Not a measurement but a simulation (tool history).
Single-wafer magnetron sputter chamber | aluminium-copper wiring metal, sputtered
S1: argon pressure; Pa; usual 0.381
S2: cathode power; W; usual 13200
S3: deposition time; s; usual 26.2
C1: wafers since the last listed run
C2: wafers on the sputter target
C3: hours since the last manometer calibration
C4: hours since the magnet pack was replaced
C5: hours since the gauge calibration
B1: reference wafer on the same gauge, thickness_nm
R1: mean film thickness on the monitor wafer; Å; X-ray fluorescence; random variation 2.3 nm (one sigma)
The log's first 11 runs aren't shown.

run   hour     S1     S2    S3    C1    C2     C3      C4     C5       B1       R1
 12  152.1  0.381  13200  26.2   469   485  821.8  7119.1   69.5  469.011  5645.93
 13  159.4  0.302  11350  31.2   221   706  829.1  7126.4   76.8  469.233  6023.26
 14  175.9  0.244  16000  24.4   499  1206  845.6  7142.9   93.3   469.23   6759.7
 15  186.4  0.381  13200  23.3   318  1524  856.1  7153.4  103.8  468.734   5024.4
 16  203.6  0.464  15200  28.2   520  2044  873.3  7170.6    121  468.564  6768.01
 17  210.6  0.381  14800  30.1   212  2256  880.3  7177.6    128  468.631  7298.62
 18  218.2  0.381  13200  26.2   230  2487  887.9  7185.2  135.6  468.819  5657.65
 19  231.6  0.294  14900  23.3   405  2892  901.3  7198.6    149   468.67  5887.61
 20  244.7  0.325  13200    22   396  3289  914.4  7211.7  162.1  468.916   4849.4
 21  253.8  0.381  11050    23   275  3565  923.5  7220.8  171.2  468.697  4162.93
 22    262  0.307  13200  24.3   248  3813  931.7    7229  179.4  469.149  5439.16
 23  275.3  0.381  13200  26.2   402  4216    945  7242.3  192.7  468.944  5666.96
 24  281.8  0.328  13200  26.2   196  4413  951.5  7248.8  199.2   468.73  5823.29
     294.5  -- capacitance manometer re-zeroed and calibrated
     300.5  -- magnet pack replaced
 25    301  0.381  13200  26.2   158  4571    6.5     0.5  218.4  468.648  5467.79
 26  307.9  0.381  13200  23.9   208  4780   13.4     7.4  225.3  468.484  4992.85
 27  321.3  0.465  11800  30.7   405  5186   26.8    20.8  238.7  469.117  5533.58
 28  332.7  0.381  12200  22.8   345  5531   38.2    32.2  250.1  468.757  4465.73
 29  342.3  0.381  13200  28.1   290  5822   47.8    41.8  259.7  468.705  5905.11
 30    351  0.447  11850  26.2   263  6085   56.5    50.5  268.4  469.245  4835.31
 31  366.1  0.381  13200  26.2   457  6543   71.6    65.6  283.5  468.952  5526.45
 32  376.5  0.381  13200  26.2   314  6858     82      76  293.9    469.1   5533.5
     391.8  -- sputter target and shields replaced
 33  425.9  0.308  13200  24.8  1253  1031  131.4   125.4  343.3  469.509     5370
 34  478.5  0.381  11800  21.4  1593  2624    184     178  395.9  468.906   4065.9

Forecast each of these 5 alternatives for the next run:
  A  478.9  0.381  16250  26.2  12  2636  184.4  178.4  396.3   ?   ?
  B  478.9  0.479  10250  29.1  12  2636  184.4  178.4  396.3   ?   ?
  C  478.9  0.381  11800  26.2  12  2636  184.4  178.4  396.3   ?   ?
  D  478.9  0.477   9900  23.8  12  2636  184.4  178.4  396.3   ?   ?
  E  478.9  0.381  15400  26.2  12  2636  184.4  178.4  396.3   ?   ?

run       B1       R1
  A  469.022  6800.61
  B  469.022  4557.73
  C  469.022  4938.29
  D  469.022  3603.57
  E  469.022  6444.88
Without the tool's hidden state the same runs would have given:
run       R1
  A   6822.5
  B  4575.33
  C  4954.18
  D  3617.45
  E  6465.63
